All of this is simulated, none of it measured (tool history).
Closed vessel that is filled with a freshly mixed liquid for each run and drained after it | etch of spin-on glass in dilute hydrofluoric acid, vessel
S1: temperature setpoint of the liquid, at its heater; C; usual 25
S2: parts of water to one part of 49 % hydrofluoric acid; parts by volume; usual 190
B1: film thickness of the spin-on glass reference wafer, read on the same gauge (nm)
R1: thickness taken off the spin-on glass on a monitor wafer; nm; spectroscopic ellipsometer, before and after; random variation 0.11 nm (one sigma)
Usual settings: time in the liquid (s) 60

{"run": 1, "hour": 0.0, "S1": 26.5, "S2": 190, "time in the liquid (s)": 55, "B1": 150.01, "R1": 12.58}
{"run": 2, "hour": 37.5, "S1": 25, "S2": 190, "time in the liquid (s)": 60, "B1": 150, "R1": 12.88}
{"run": 3, "hour": 69.4, "S1": 25, "S2": 190, "time in the liquid (s)": 60, "B1": 149.99, "R1": 13.01}
{"run": 4, "hour": 95.6, "S1": 25, "S2": 190, "time in the liquid (s)": 60, "B1": 150, "R1": 12.93}
{"run": 5, "hour": 160.2, "S1": 25, "S2": 190, "time in the liquid (s)": 60, "B1": 150.01, "R1": 12.88}
{"run": 6, "hour": 204.6, "S1": 25, "S2": 190, "time in the liquid (s)": 60, "B1": 150, "R1": 13.11}
{"run": 7, "hour": 266.6, "S1": 25, "S2": 190, "time in the liquid (s)": 60, "B1": 150.01, "R1": 13.17}
{"run": 8, "hour": 299.3, "S1": 25, "S2": 190, "time in the liquid (s)": 60, "B1": 149.99, "R1": 12.9}
{"run": 9, "hour": 334.6, "S1": 25, "S2": 190, "time in the liquid (s)": 60, "B1": 150.01, "R1": 12.98}
{"run": 10, "hour": 384.6, "S1": 25, "S2": 190, "time in the liquid (s)": 60, "B1": 150, "R1": 12.91}
{"run": 11, "hour": 441.4, "S1": 25, "S2": 190, "time in the liquid (s)": 85, "B1": 150.02, "R1": 18.12}
{"run": 12, "hour": 575.6, "S1": 26.5, "S2": 190, "time in the liquid (s)": 90, "B1": 149.99, "R1": 20.27}
{"run": 13, "hour": 616.4, "S1": 25, "S2": 110, "time in the liquid (s)": 60, "B1": 150.01, "R1": 24.48}
{"run": 14, "hour": 814.2, "S1": 25, "S2": 190, "time in the liquid (s)": 60, "B1": 150, "R1": 12.73}
{"run": 15, "hour": 843.8, "S1": 28.5, "S2": 190, "time in the liquid (s)": 60, "B1": 150, "R1": 14.56}
{"hour": 864.3, "done": "gauge calibrated"}
{"hour": 889.0, "done": "hydrofluoric acid flow meter replaced"}
{"run": 16, "hour": 909.0, "S1": 25, "S2": 190, "time in the liquid (s)": 60, "B1": 149.99, "R1": 13.17}
{"run": 17, "hour": 946.8, "S1": 25, "S2": 240, "time in the liquid (s)": 50, "B1": 149.99, "R1": 8.25}
{"run": 18, "hour": 972.3, "S1": 20.5, "S2": 285, "time in the liquid (s)": 95, "B1": 150.01, "R1": 10.72}
{"run": 19, "hour": 1019.2, "S1": 26.5, "S2": 190, "time in the liquid (s)": 55, "B1": 149.99, "R1": 12.86}
{"run": 20, "hour": 1065.4, "S1": 25, "S2": 190, "time in the liquid (s)": 60, "B1": 149.99, "R1": 13.22}
{"hour": 1091.5, "done": "thermometer replaced"}
{"run": 21, "hour": 1093.0, "S1": 25, "S2": 240, "time in the liquid (s)": 85, "B1": 150, "R1": 14.21}
{"run": 22, "hour": 1139.4, "S1": 25, "S2": 190, "time in the liquid (s)": 60, "B1": 150, "R1": 13.3}
{"run": 23, "hour": 1174.7, "S1": 26.5, "S2": 155, "time in the liquid (s)": 85, "B1": 150.01, "R1": 24.99}
{"run": 24, "hour": 1296.1, "S1": 29.5, "S2": 190, "time in the liquid (s)": 60, "B1": 150, "R1": 15.74}
{"run": 25, "hour": 1353.0, "S1": 25, "S2": 285, "time in the liquid (s)": 35, "B1": 150, "R1": 4.61}
{"run": 26, "hour": 1378.2, "S1": 25, "S2": 190, "time in the liquid (s)": 50, "B1": 149.99, "R1": 10.84}
{"run": 27, "hour": 1412.5, "S1": 25, "S2": 190, "time in the liquid (s)": 60, "B1": 150, "R1": 13.04}
{"run": 28, "hour": 1456.1, "S1": 25, "S2": 190, "time in the liquid (s)": 60, "B1": 150.01, "R1": 12.85}
{"run": 29, "hour": 1524.0, "S1": 20, "S2": 160, "time in the liquid (s)": 60, "B1": 150, "R1": 13.32}
{"run": 30, "hour": 1572.7, "S1": 25, "S2": 190, "time in the liquid (s)": 30, "B1": 150, "R1": 6.58}
{"run": 31, "hour": 1636.0, "S1": 25, "S2": 190, "time in the liquid (s)": 60, "B1": 150, "R1": 13.07}
{"run": 32, "hour": 1704.7, "S1": 25, "S2": 190, "time in the liquid (s)": 60, "B1": 150.01, "R1": 13.08}
{"run": 33, "hour": 1768.5, "S1": 22, "S2": 280, "time in the liquid (s)": 30, "B1": 149.98, "R1": 3.58}

Forecast each of these 5 alternatives for the next run:
{"run": "A", "hour": 1769.2, "S1": 25, "S2": 190, "time in the liquid (s)": 60, "B1": "?", "R1": "?"}
{"run": "B", "hour": 1769.2, "S1": 25, "S2": 270, "time in the liquid (s)": 90, "B1": "?", "R1": "?"}
{"run": "C", "hour": 1769.2, "S1": 23, "S2": 190, "time in the liquid (s)": 60, "B1": "?", "R1": "?"}
{"run": "D", "hour": 1769.2, "S1": 25, "S2": 190, "time in the liquid (s)": 40, "B1": "?", "R1": "?"}
{"run": "E", "hour": 1769.2, "S1": 27, "S2": 190, "time in the liquid (s)": 85, "B1": "?", "R1": "?"}

run=A B1=150 R1=12.93
run=B B1=150 R1=12.52
run=C B1=150 R1=12.01
run=D B1=150 R1=8.62
run=E B1=150 R1=19.7
Without the tool's hidden state the same runs would have given:
run=A R1=13.24
run=B R1=12.84
run=C R1=12.29
run=D R1=8.83
run=E R1=20.18

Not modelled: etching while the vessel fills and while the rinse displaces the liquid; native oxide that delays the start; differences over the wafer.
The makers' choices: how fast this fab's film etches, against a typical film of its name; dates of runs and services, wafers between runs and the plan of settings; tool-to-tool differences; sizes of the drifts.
